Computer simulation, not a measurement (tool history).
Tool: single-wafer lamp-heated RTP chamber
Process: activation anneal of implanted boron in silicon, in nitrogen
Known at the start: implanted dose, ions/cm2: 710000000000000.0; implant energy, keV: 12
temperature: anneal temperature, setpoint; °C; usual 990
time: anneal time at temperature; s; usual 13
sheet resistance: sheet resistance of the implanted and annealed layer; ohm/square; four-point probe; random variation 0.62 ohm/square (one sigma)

run    hour  temperature  time  wafers since the last listed run  wafers since the last pyrometer calibration  wafers since the reflector plate was cleaned  hours since the gauge calibration  read-back reference wafer on the same gauge, sheet resistance  sheet resistance
  1       0         1012    15                                 0                                         8488                                           162                             2092.1                                                         167.33            164.15
  2    27.5         1012    15                               525                                         9013                                           687                             2119.6                                                         167.49            165.33
  3    78.8          990    13                               980                                         9994                                          1668                             2170.9                                                         167.36            170.74
       99.9  -- pyrometer window cleaned and pyrometer calibrated
  4   122.5          990    13                               682                                          432                                          2351                             2214.6                                                         167.31            171.05
  5   192.4          990    13                              1336                                         1768                                          3687                             2284.5                                                         166.97            169.65
  6   254.1          990    10                              1179                                         2948                                          4866                             2346.2                                                         166.95            171.65
  7   321.6          990    10                              1290                                         4238                                          6157                             2413.7                                                         166.78            170.64
  8   363.8          990    13                               806                                         5045                                          6964                             2455.9                                                         166.55            170.46
      419.4  -- gauge calibrated
  9   420.5          990    13                              1083                                         6129                                          8048                                1.1                                                         169.91            173.39
 10   463.6          990    16                               823                                         6953                                          8872                               44.2                                                         170.08            172.63
 11   520.7          990    13                              1091                                         8044                                          9963                              101.3                                                         170.12            172.96
 12   561.7         1009    17                               783                                         8828                                         10747                              142.3                                                         170.13            166.93
      608.9  -- reflector plate cleaned
 13   609.4          963     9                               758                                         9587                                             9                                190                                                         169.83            202.59
 14   640.2         1013    10                               588                                        10176                                           597                              220.8                                                         169.83            167.46
 15   675.9          990    13                               682                                        10858                                          1280                              256.5                                                         169.97            173.35
      687.6  -- pyrometer window cleaned and pyrometer calibrated
 16     733         1004    20                               938                                          867                                          2219                              313.6                                                         169.72            168.16
 17   802.3          990    13                              1324                                         2191                                          3543                              382.9                                                         170.01               174
 18   855.4          990    13                              1015                                         3207                                          4558                                436                                                         169.99             173.9
 19     926          990     9                              1349                                         4556                                          5908                              506.6                                                         169.75            176.12
 20   989.9         1017    17                              1221                                         5778                                          7130                              570.5                                                            170            165.28
 21  1035.6          990     6                               873                                         6651                                          8003                              616.2                                                         169.75            176.61
 22  1074.3         1012    15                               739                                         7391                                          8743                              654.9                                                         170.04            167.27
 23  1111.3          961    16                               707                                         8099                                          9450                              691.9                                                         169.68            198.37
 24  1159.8          979    10                               927                                         9026                                         10378                              740.4                                                         169.89            181.65
     1209.5  -- reflector plate cleaned
 25  1224.2         1005    20                              1078                                        10104                                           280                              804.8                                                         169.78            166.49
     1253.8  -- pyrometer window cleaned and pyrometer calibrated
 26  1289.3         1013    17                              1091                                          678                                          1372                              869.9                                                         169.67            166.76
 27  1339.3          990    13                               955                                         1634                                          2328                              919.9                                                         169.49            172.34
 28  1508.9          990    13                              3242                                         4876                                          5570                             1089.5                                                         169.42            173.53
 29  1537.5          967     9                               546                                         5423                                          6117                             1118.1                                                         169.33            195.16
 30    1595         1000    16                              1099                                         6522                                          7216                             1175.6                                                         169.36            168.65
 31  1666.9          990     8                              1374                                         7897                                          8590                             1247.5                                                         169.05            175.29
     1691.3  -- reflector plate cleaned
 32  1733.5         1016     6                              1120                                         9017                                           807                             1314.1                                                         169.13            167.42
 33  1777.8          998     8                               846                                         9864                                          1654                             1358.4                                                         169.03            170.58
     1825.2  -- pyrometer window cleaned and pyrometer calibrated
 34  1837.2          990    13                               982                                          228                                          2637                             1417.8                                                         168.89            173.12
 35  1867.8         1016    20                               584                                          813                                          3222                             1448.4                                                         168.94            164.77

What the log doesn't show, run by run:
true wafer temperature minus pyrometer reading, K: 0 in every run
wafer temperature error from the tarnished reflector plate, K: 0 in every run
H1: gauge reads high (%)
run        H1
  1     -1.49
  2     -1.53
  3      -1.6
  4     -1.66
  5     -1.76
  6     -1.85
  7     -1.95
  8     -2.02
  9    0.0158
 10    0.0152
 11    0.0126
 12   0.00937
 13   0.00433
 14  0.000311
 15  -0.00511
 16   -0.0155
 17   -0.0308
 18   -0.0446
 19   -0.0658
 20   -0.0877
 21    -0.105
 22    -0.121
 23    -0.136
 24    -0.159
 25     -0.19
 26    -0.225
 27    -0.253
 28    -0.362
 29    -0.382
 30    -0.424
 31    -0.479
 32    -0.533
 33    -0.571
 34    -0.623
 35    -0.651

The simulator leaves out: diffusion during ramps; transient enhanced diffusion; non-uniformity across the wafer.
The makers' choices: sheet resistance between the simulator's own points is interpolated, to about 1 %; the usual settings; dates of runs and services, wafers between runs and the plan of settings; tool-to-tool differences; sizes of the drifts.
